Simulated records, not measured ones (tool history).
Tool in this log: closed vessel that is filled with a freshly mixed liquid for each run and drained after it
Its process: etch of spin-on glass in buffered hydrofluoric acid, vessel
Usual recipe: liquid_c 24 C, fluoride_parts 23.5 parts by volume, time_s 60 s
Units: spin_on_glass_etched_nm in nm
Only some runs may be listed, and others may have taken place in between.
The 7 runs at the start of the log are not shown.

| run | hour | liquid_c | fluoride_parts | time_s | wafers since the last listed run | hours since the thermometer was replaced | hours since the hydrofluoric acid flow meter was replaced | hours since the gauge calibration | read-back film thickness of the spin-on glass reference wafer, read on the same gauge (nm) | spin_on_glass_etched_nm |
|---|---|---|---|---|---|---|---|---|---|---|
| 8 | 404.4 | 19.5 | 23.5 | 80 | 7495 | 511.7 | 1260.4 | 1588.8 | 85.4 | 128.78 |
|  | 421.4 | hydrofluoric acid flow meter replaced |
| 9 | 429.9 | 19 | 17 | 30 | 2938 | 537.2 | 8.5 | 1614.3 | 85.4 | 60.99 |
|  | 451.3 | gauge calibrated |
| 10 | 483 | 28.5 | 21 | 60 | 6368 | 590.3 | 61.6 | 31.7 | 89.73 | 179.55 |
| 11 | 531 | 20.5 | 16.5 | 30 | 5756 | 638.3 | 109.6 | 79.7 | 89.39 | 71.59 |
| 12 | 557.3 | 26 | 30 | 30 | 3154 | 664.6 | 135.9 | 106 | 89.23 | 60.8 |
| 13 | 620.1 | 20 | 27 | 85 | 7531 | 727.4 | 198.7 | 168.8 | 88.84 | 132.65 |
| 14 | 671.8 | 24 | 23.5 | 60 | 6200 | 779.1 | 250.4 | 220.5 | 88.52 | 127.43 |
| 15 | 725.7 | 19.5 | 23.5 | 60 | 6464 | 833 | 304.3 | 274.4 | 88.25 | 98.6 |
| 16 | 767.5 | 21 | 23.5 | 60 | 5012 | 874.8 | 346.1 | 316.2 | 88.03 | 107.27 |
| 17 | 807.9 | 20 | 23.5 | 35 | 4845 | 915.2 | 386.5 | 356.6 | 87.9 | 59.1 |
| 18 | 837.1 | 24 | 23.5 | 75 | 3501 | 944.4 | 415.7 | 385.8 | 87.73 | 158.69 |
| 19 | 904.3 | 26.5 | 30 | 90 | 8059 | 1011.6 | 482.9 | 453 | 87.55 | 182.77 |
| 20 | 945 | 27.5 | 26 | 70 | 4881 | 1052.3 | 523.6 | 493.7 | 87.39 | 167.09 |
| 21 | 1016.6 | 24 | 30 | 60 | 8586 | 1123.9 | 595.2 | 565.3 | 87.15 | 106.94 |
|  | 1028 | thermometer replaced |
| 22 | 1070.4 | 22.5 | 30 | 30 | 6332 | 42.4 | 649 | 619.1 | 87.01 | 48.69 |
| 23 | 1119.2 | 24 | 28 | 60 | 5852 | 91.2 | 697.8 | 667.9 | 86.88 | 111.19 |
| 24 | 1159 | 21.5 | 23.5 | 95 | 4773 | 131 | 737.6 | 707.7 | 86.81 | 173.25 |
| 25 | 1221.9 | 21 | 14 | 35 | 7543 | 193.9 | 800.5 | 770.6 | 86.66 | 98.64 |
| 26 | 1284.3 | 24 | 23.5 | 60 | 7483 | 256.3 | 862.9 | 833 | 86.56 | 125.66 |
| 27 | 1323.9 | 24 | 23.5 | 60 | 4749 | 295.9 | 902.5 | 872.6 | 86.48 | 123.86 |
| 28 | 1360.4 | 24 | 30 | 30 | 4377 | 332.4 | 939 | 909.1 | 86.44 | 52.65 |
| 29 | 1391.5 | 26 | 27.5 | 45 | 3729 | 363.5 | 970.1 | 940.2 | 86.35 | 93.25 |
| 30 | 1444.2 | 21.5 | 17.5 | 75 | 6320 | 416.2 | 1022.8 | 992.9 | 86.33 | 173.43 |
| 31 | 1478 | 24 | 23.5 | 50 | 4053 | 450 | 1056.6 | 1026.7 | 86.28 | 103.59 |
| 32 | 1541.5 | 25.5 | 23.5 | 60 | 7615 | 513.5 | 1120.1 | 1090.2 | 86.19 | 134.62 |

Each row is a separate what-if for the run after 32, all from the same tool condition, not one after another. Results?
| A | 1542.2 | 24 | 23.5 | 60 | 83 | 514.2 | 1120.8 | 1090.9 | ? | ? |
| B | 1542.2 | 24 | 23.5 | 30 | 83 | 514.2 | 1120.8 | 1090.9 | ? | ? |
| C | 1542.2 | 24 | 26 | 60 | 83 | 514.2 | 1120.8 | 1090.9 | ? | ? |
| D | 1542.2 | 25.5 | 17.5 | 75 | 83 | 514.2 | 1120.8 | 1090.9 | ? | ? |
| E | 1542.2 | 24 | 18.5 | 60 | 83 | 514.2 | 1120.8 | 1090.9 | ? | ? |

| run | read-back film thickness of the spin-on glass reference wafer, read on the same gauge (nm) | spin_on_glass_etched_nm |
|---|---|---|
| A | 86.18 | 124.02 |
| B | 86.18 | 62.01 |
| C | 86.18 | 115.68 |
| D | 86.18 | 214.39 |
| E | 86.18 | 149.64 |
The same runs, with their run-to-run variation unchanged, on a tool lacking any hidden condition would have given:
| run | spin_on_glass_etched_nm |
|---|---|
| A | 129.48 |
| B | 64.74 |
| C | 120.77 |
| D | 223.84 |
| E | 156.24 |
